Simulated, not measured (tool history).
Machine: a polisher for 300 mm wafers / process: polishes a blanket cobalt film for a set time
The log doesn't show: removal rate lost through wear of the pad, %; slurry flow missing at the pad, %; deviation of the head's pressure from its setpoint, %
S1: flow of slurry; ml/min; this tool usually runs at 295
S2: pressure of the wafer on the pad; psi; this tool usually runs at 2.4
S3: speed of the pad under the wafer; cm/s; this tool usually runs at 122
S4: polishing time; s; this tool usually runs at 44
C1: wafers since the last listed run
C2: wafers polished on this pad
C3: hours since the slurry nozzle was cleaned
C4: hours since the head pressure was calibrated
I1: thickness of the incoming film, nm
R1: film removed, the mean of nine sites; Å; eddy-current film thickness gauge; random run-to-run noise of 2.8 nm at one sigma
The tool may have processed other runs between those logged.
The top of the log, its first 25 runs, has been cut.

-- hour=278.2 worn pad replaced by a new one
-- hour=281 head pressure recalibrated
run 26 hour=281.5 | S1=295 S2=2.2 S3=122 S4=44 | C1=33 C2=16 C3=161.9 C4=0.5 | I1=938.9 | R1=2471
run 27 hour=288.4 | S1=295 S2=2.4 S3=102 S4=44 | C1=91 C2=108 C3=168.8 C4=7.4 | I1=913.2 | R1=2254
run 28 hour=298.5 | S1=295 S2=2.4 S3=122 S4=56 | C1=133 C2=242 C3=178.9 C4=17.5 | I1=913.2 | R1=3433
run 29 hour=312.4 | S1=295 S2=2.4 S3=108 S4=57 | C1=184 C2=426 C3=192.8 C4=31.4 | I1=928 | R1=3027
run 30 hour=322 | S1=390 S2=2.4 S3=122 S4=44 | C1=127 C2=553 C3=202.4 C4=41 | I1=939.5 | R1=2748
run 31 hour=332.5 | S1=335 S2=2.9 S3=152 S4=33 | C1=139 C2=693 C3=212.9 C4=51.5 | I1=944 | R1=2996
run 32 hour=344.3 | S1=385 S2=2.4 S3=102 S4=31 | C1=156 C2=849 C3=224.7 C4=63.3 | I1=935.8 | R1=1615
run 33 hour=355.6 | S1=295 S2=2.4 S3=140 S4=44 | C1=149 C2=999 C3=236 C4=74.6 | I1=931.8 | R1=3046
-- hour=361.7 worn pad replaced by a new one
run 34 hour=367.9 | S1=330 S2=2.4 S3=122 S4=44 | C1=110 C2=81 C3=248.3 C4=86.9 | I1=925.3 | R1=2808
run 35 hour=377.8 | S1=325 S2=2.4 S3=122 S4=32 | C1=131 C2=213 C3=258.2 C4=96.8 | I1=919.4 | R1=2041
run 36 hour=392.9 | S1=340 S2=2.4 S3=80 S4=44 | C1=200 C2=413 C3=273.3 C4=111.9 | I1=925.7 | R1=1840

Branching from run 36: 5 alternative next runs. What would each branch give?
run A hour=393.3 | S1=295 S2=2.4 S3=122 S4=33 | C1=5 C2=418 C3=273.7 C4=112.3 | I1=935.6 | R1=?
run B hour=393.3 | S1=375 S2=3.1 S3=140 S4=56 | C1=5 C2=418 C3=273.7 C4=112.3 | I1=935.6 | R1=?
run C hour=393.3 | S1=250 S2=2.9 S3=122 S4=44 | C1=5 C2=418 C3=273.7 C4=112.3 | I1=935.6 | R1=?
run D hour=393.3 | S1=210 S2=2.4 S3=122 S4=48 | C1=5 C2=418 C3=273.7 C4=112.3 | I1=935.6 | R1=?
run E hour=393.3 | S1=205 S2=3.1 S3=122 S4=38 | C1=5 C2=418 C3=273.7 C4=112.3 | I1=935.6 | R1=?

run=A R1=2024
run=B R1=5198
run=C R1=3203
run=D R1=2826
run=E R1=2880
With the hidden condition removed and each run's random variation left untouched, the same runs would have given:
run=A R1=2042
run=B R1=5243
run=C R1=3231
run=D R1=2851
run=E R1=2905

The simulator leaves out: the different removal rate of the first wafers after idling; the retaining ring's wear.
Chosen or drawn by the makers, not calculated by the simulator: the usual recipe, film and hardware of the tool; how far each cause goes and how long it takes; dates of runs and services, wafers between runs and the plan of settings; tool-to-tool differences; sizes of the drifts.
